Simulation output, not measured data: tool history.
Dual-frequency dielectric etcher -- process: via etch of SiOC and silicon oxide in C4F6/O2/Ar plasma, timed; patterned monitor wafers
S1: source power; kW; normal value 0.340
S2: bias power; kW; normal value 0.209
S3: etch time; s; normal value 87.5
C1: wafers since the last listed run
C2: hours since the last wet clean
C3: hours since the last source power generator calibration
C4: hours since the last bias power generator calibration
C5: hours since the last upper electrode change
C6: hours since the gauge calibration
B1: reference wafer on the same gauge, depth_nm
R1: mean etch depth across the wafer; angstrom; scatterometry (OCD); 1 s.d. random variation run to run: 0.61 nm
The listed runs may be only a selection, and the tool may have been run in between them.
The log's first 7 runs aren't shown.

| run | day | S1 | S2 | S3 | C1 | C2 | C3 | C4 | C5 | C6 | B1 | R1 |
|---|---|---|---|---|---|---|---|---|---|---|---|---|
|  | 22.304 | upper electrode replaced |
|  | 23.196 | wet clean of the chamber |
| 8 | 23.217 | 0.380 | 0.209 | 87.5 | 1262 | 0.5 | 2686.7 | 1669.9 | 21.9 | 1726.8 | 83.0 | 1002 |
| 9 | 23.229 | 0.340 | 0.209 | 87.5 | 1 | 0.8 | 2687.0 | 1670.2 | 22.2 | 1727.1 | 82.9 | 954 |
| 10 | 24.021 | 0.340 | 0.209 | 87.5 | 122 | 19.8 | 2706.0 | 1689.2 | 41.2 | 1746.1 | 82.9 | 942 |
| 11 | 25.517 | 0.340 | 0.209 | 87.5 | 231 | 55.7 | 2741.9 | 1725.1 | 77.1 | 1782.0 | 83.1 | 950 |
| 12 | 26.546 | 0.310 | 0.209 | 87.5 | 159 | 80.4 | 2766.6 | 1749.8 | 101.8 | 1806.7 | 82.9 | 905 |
| 13 | 28.804 | 0.340 | 0.235 | 87.5 | 349 | 134.6 | 2820.8 | 1804.0 | 156.0 | 1860.9 | 82.8 | 999 |
|  | 29.362 | bias power generator calibrated |
| 14 | 30.988 | 0.310 | 0.230 | 76.5 | 312 | 187.0 | 2873.2 | 39.0 | 208.4 | 1913.3 | 82.9 | 823 |
| 15 | 33.292 | 0.340 | 0.246 | 87.5 | 356 | 242.3 | 2928.5 | 94.3 | 263.7 | 1968.6 | 82.9 | 1003 |
|  | 34.675 | gauge calibrated |
|  | 35.158 | source power generator calibrated |
| 16 | 36.075 | 0.340 | 0.209 | 87.5 | 404 | 309.1 | 22.0 | 161.1 | 330.5 | 33.6 | 82.9 | 931 |
| 17 | 38.396 | 0.410 | 0.176 | 65.0 | 359 | 364.8 | 77.7 | 216.8 | 386.2 | 89.3 | 82.7 | 682 |
| 18 | 40.588 | 0.270 | 0.259 | 87.5 | 339 | 417.4 | 130.3 | 269.4 | 438.8 | 141.9 | 83.0 | 932 |
|  | 43.346 | wet clean of the chamber |
| 19 | 43.367 | 0.340 | 0.209 | 87.5 | 275 | 0.5 | 197.0 | 336.1 | 505.5 | 208.6 | 82.9 | 953 |
| 20 | 43.771 | 0.380 | 0.177 | 77.0 | 62 | 10.2 | 206.7 | 345.8 | 515.2 | 218.3 | 82.9 | 813 |
| 21 | 46.083 | 0.340 | 0.209 | 87.5 | 357 | 65.7 | 262.2 | 401.3 | 570.7 | 273.8 | 82.9 | 946 |
| 22 | 48.096 | 0.420 | 0.189 | 108.0 | 311 | 114.0 | 310.5 | 449.6 | 619.0 | 322.1 | 82.9 | 1218 |
| 23 | 49.417 | 0.410 | 0.209 | 87.5 | 204 | 145.7 | 342.2 | 481.3 | 650.7 | 353.8 | 82.9 | 1020 |
| 24 | 51.329 | 0.360 | 0.209 | 110.5 | 295 | 191.6 | 388.1 | 527.2 | 696.6 | 399.7 | 82.8 | 1219 |
| 25 | 52.792 | 0.340 | 0.209 | 87.5 | 226 | 226.7 | 423.2 | 562.3 | 731.7 | 434.8 | 83.0 | 939 |
| 26 | 55.471 | 0.340 | 0.209 | 87.5 | 414 | 291.0 | 487.5 | 626.6 | 796.0 | 499.1 | 82.9 | 940 |
| 27 | 57.000 | 0.340 | 0.209 | 87.5 | 236 | 327.7 | 524.2 | 663.3 | 832.7 | 535.8 | 82.8 | 936 |
|  | 60.746 | wet clean of the chamber |
| 28 | 64.400 | 0.340 | 0.209 | 73.0 | 990 | 87.7 | 701.8 | 840.9 | 1010.3 | 713.4 | 82.9 | 793 |
| 29 | 67.308 | 0.290 | 0.238 | 87.5 | 450 | 157.5 | 771.6 | 910.7 | 1080.1 | 783.2 | 82.9 | 929 |
| 30 | 69.817 | 0.340 | 0.209 | 87.5 | 388 | 217.7 | 831.8 | 970.9 | 1140.3 | 843.4 | 82.8 | 953 |
| 31 | 73.562 | 0.280 | 0.250 | 113.0 | 579 | 307.6 | 921.7 | 1060.8 | 1230.2 | 933.3 | 82.9 | 1211 |

3 options for the next run, each taken on its own from the tool as it stands now. Forecast them:
| A | 73.579 | 0.340 | 0.209 | 87.5 | 2 | 308.0 | 922.1 | 1061.2 | 1230.6 | 933.7 | ? | ? |
| B | 73.579 | 0.370 | 0.223 | 71.0 | 2 | 308.0 | 922.1 | 1061.2 | 1230.6 | 933.7 | ? | ? |
| C | 73.579 | 0.340 | 0.209 | 69.5 | 2 | 308.0 | 922.1 | 1061.2 | 1230.6 | 933.7 | ? | ? |

| run | B1 | R1 |
|---|---|---|
| A | 83.0 | 926 |
| B | 83.0 | 798 |
| C | 83.0 | 736 |
Without the tool's unlogged condition, the same runs would have read:
| run | R1 |
|---|---|
| A | 945 |
| B | 814 |
| C | 751 |
